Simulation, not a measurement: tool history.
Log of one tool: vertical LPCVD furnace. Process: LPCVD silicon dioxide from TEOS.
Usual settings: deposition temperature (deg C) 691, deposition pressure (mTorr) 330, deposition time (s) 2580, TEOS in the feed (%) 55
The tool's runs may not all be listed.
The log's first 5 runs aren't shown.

| run | hour | deposition temperature (deg C) | deposition pressure (mTorr) | deposition time (s) | TEOS in the feed (%) | read-back reference wafer on the same gauge, thickness | film thickness on the monitor wafer in the middle of the boat (Å) |
|---|---|---|---|---|---|---|---|
| 6 | 125.2 | 691 | 330 | 2580 | 55 | 196.77 | 2523.0 |
| 7 | 152.7 | 691 | 330 | 2580 | 55 | 196.43 | 2497.5 |
| 8 | 166.4 | 691 | 330 | 2580 | 48 | 196.94 | 2356.3 |
| 9 | 198.6 | 691 | 330 | 2580 | 48 | 197.23 | 2355.9 |
|  | 229.9 | gauge calibrated |
|  | 237.0 | pressure gauge zeroed |
| 10 | 237.5 | 695 | 330 | 2580 | 55 | 197.14 | 2757.2 |
| 11 | 253.0 | 695 | 330 | 2580 | 55 | 196.90 | 2765.6 |
|  | 277.7 | TEOS flow controller replaced |
| 12 | 278.4 | 687 | 330 | 2580 | 55 | 197.03 | 2288.4 |
| 13 | 310.6 | 687 | 330 | 2580 | 55 | 197.01 | 2299.1 |
| 14 | 340.4 | 684 | 380 | 3240 | 66 | 197.33 | 3128.1 |
| 15 | 371.1 | 691 | 330 | 2580 | 55 | 196.99 | 2518.5 |
| 16 | 397.1 | 691 | 330 | 3330 | 55 | 197.04 | 3270.5 |
|  | 423.6 | thermocouples replaced and temperature profile calibrated |
| 17 | 426.1 | 702 | 330 | 2580 | 55 | 196.60 | 3394.1 |
| 18 | 444.3 | 691 | 265 | 2910 | 50 | 197.30 | 2536.5 |
| 19 | 479.1 | 691 | 330 | 2580 | 55 | 196.55 | 2634.5 |
| 20 | 505.1 | 691 | 330 | 2580 | 55 | 196.90 | 2677.9 |
|  | 533.6 | thermocouples replaced and temperature profile calibrated, repeated, since the last time left the tool worse |
| 21 | 534.1 | 679 | 305 | 2580 | 60 | 197.51 | 1755.8 |
| 22 | 565.9 | 695 | 330 | 2580 | 64 | 197.41 | 2768.2 |
| 23 | 601.6 | 691 | 330 | 2580 | 48 | 196.96 | 2215.6 |
| 24 | 635.9 | 691 | 250 | 2580 | 46 | 196.55 | 1902.2 |
| 25 | 667.7 | 681 | 350 | 2130 | 62 | 197.03 | 1699.6 |
|  | 676.7 | gauge calibrated |
| 26 | 681.3 | 681 | 310 | 3480 | 63 | 197.51 | 2627.4 |
| 27 | 697.0 | 698 | 405 | 2580 | 55 | 197.20 | 3133.3 |
| 28 | 729.3 | 680 | 360 | 3330 | 48 | 197.29 | 2315.3 |
| 29 | 762.9 | 691 | 330 | 2580 | 55 | 197.20 | 2374.4 |
| 30 | 787.3 | 691 | 330 | 2580 | 51 | 197.08 | 2332.9 |

Forecast each of these 5 alternatives for the next run:
| A | 791.1 | 691 | 330 | 3030 | 55 | ? | ? |
| B | 791.1 | 691 | 355 | 3150 | 61 | ? | ? |
| C | 791.1 | 685 | 330 | 2580 | 55 | ? | ? |
| D | 791.1 | 691 | 330 | 2580 | 44 | ? | ? |
| E | 791.1 | 695 | 395 | 1950 | 66 | ? | ? |

| run | read-back reference wafer on the same gauge, thickness | film thickness on the monitor wafer in the middle of the boat (Å) |
|---|---|---|
| A | 197.25 | 2807.0 |
| B | 197.25 | 3187.5 |
| C | 197.25 | 2072.1 |
| D | 197.25 | 2137.8 |
| E | 197.25 | 2378.9 |
Without the tool's hidden state the same runs would have given:
| run | film thickness on the monitor wafer in the middle of the boat (Å) |
|---|---|
| A | 2739.7 |
| B | 3111.1 |
| C | 2021.8 |
| D | 2086.6 |
| E | 2322.4 |
